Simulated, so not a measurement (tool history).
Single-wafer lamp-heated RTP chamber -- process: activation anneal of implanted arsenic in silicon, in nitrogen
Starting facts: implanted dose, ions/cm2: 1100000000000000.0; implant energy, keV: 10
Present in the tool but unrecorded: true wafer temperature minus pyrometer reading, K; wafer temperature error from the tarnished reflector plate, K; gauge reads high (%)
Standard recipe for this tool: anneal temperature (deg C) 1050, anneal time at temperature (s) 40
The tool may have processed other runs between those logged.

run	hour	anneal temperature (deg C)	anneal time at temperature (s)	wafers since the last listed run	wafers since the last pyrometer calibration	wafers since the reflector plate was cleaned	hours since the gauge calibration	read-back reference wafer on the same gauge, sheet resistance	sheet resistance of the implanted and annealed layer (ohm/square)
1	0.0	1050	40	0	62	1990	1240.1	122.09	110.09
2	157.6	1058	40	1696	1759	3687	1397.7	121.92	106.99
# hour 307.4: reflector plate cleaned
3	326.6	1050	40	1733	3493	206	1566.7	122.02	109.66
4	372.3	1050	40	492	3985	698	1612.4	121.93	109.92
# hour 375.5: gauge calibrated
5	440.5	1050	40	734	4719	1433	65.0	122.00	109.79
6	483.9	1050	55	467	5186	1900	108.4	121.99	105.63
# hour 540.3: pyrometer window cleaned and pyrometer calibrated
7	544.8	1036	31	569	48	2469	169.3	122.05	117.41
8	599.9	1036	31	593	641	3063	224.4	121.99	118.35
9	668.9	1050	40	742	1384	3806	293.4	122.04	109.74
10	702.5	1061	40	361	1746	4168	327.0	121.99	106.35
11	759.2	1061	40	610	2356	4778	383.7	122.02	106.45
12	819.3	1050	40	647	3004	5425	443.8	122.00	109.45
# hour 834.2: reflector plate cleaned
13	864.4	1050	40	399	3403	325	488.9	122.00	110.07
14	1016.2	1050	40	1634	5037	1959	640.7	121.95	109.26
15	1071.4	1064	48	594	5632	2554	695.9	122.03	104.00
# hour 1081.0: pyrometer window cleaned and pyrometer calibrated
16	1137.4	1050	40	624	607	3178	761.9	121.99	109.63
17	1213.0	1034	40	814	1421	3992	837.5	121.97	114.39
18	1249.8	1075	17	396	1817	4388	874.3	122.08	113.99
19	1284.5	1035	53	373	2190	4762	909.0	122.07	110.04
20	1312.0	1050	40	296	2487	5058	936.5	121.99	109.49
21	1365.5	1033	61	576	3063	5634	990.0	122.00	109.08
22	1407.7	1050	40	454	3517	6089	1032.2	121.91	109.75
# hour 1416.3: reflector plate cleaned
23	1477.5	1050	25	665	4182	659	1102.0	122.02	116.70
24	1505.2	1064	29	298	4481	957	1129.7	122.02	110.24
# hour 1531.5: pyrometer window cleaned and pyrometer calibrated
25	1569.5	1080	40	606	409	1563	1194.0	122.06	101.82
26	1598.6	1023	40	313	722	1877	1223.1	121.99	119.04
27	1666.6	1050	62	732	1455	2609	1291.1	122.01	104.61
28	1692.7	1042	32	281	1736	2890	1317.2	121.99	115.57
29	1717.5	1023	34	267	2003	3157	1342.0	121.97	121.48
30	1849.6	1037	30	1422	3425	4579	1474.1	122.03	117.58
31	1875.5	1050	40	278	3704	4858	1500.0	121.95	109.90
32	1915.2	1068	20	427	4131	5286	1539.7	121.99	113.32
33	1960.1	1040	47	483	4615	5769	1584.6	121.96	110.04
# hour 1972.5: reflector plate cleaned
# hour 2008.9: pyrometer window cleaned and pyrometer calibrated
34	2012.3	1065	33	389	36	342	1636.8	122.02	108.01
35	2066.5	1033	22	583	620	926	1691.0	121.95	125.83
36	2132.4	1050	40	709	1330	1635	1756.9	121.94	109.74
# hour 2151.3: gauge calibrated
37	2171.6	1077	31	422	1752	2058	20.3	122.06	105.53

3 options for the next run, each taken on its own from the tool as it stands now. Forecast them:
A	2172.0	1079	40	4	1756	2062	20.7	?	?
B	2172.0	1050	23	4	1756	2062	20.7	?	?
C	2172.0	1050	19	4	1756	2062	20.7	?	?

run	read-back reference wafer on the same gauge, sheet resistance	sheet resistance of the implanted and annealed layer (ohm/square)
A	121.97	102.07
B	121.97	117.65
C	121.97	120.83
The same runs, with their run-to-run variation unchanged, on a tool lacking any hidden condition would have given:
run	sheet resistance of the implanted and annealed layer (ohm/square)
A	102.07
B	117.65
C	120.83
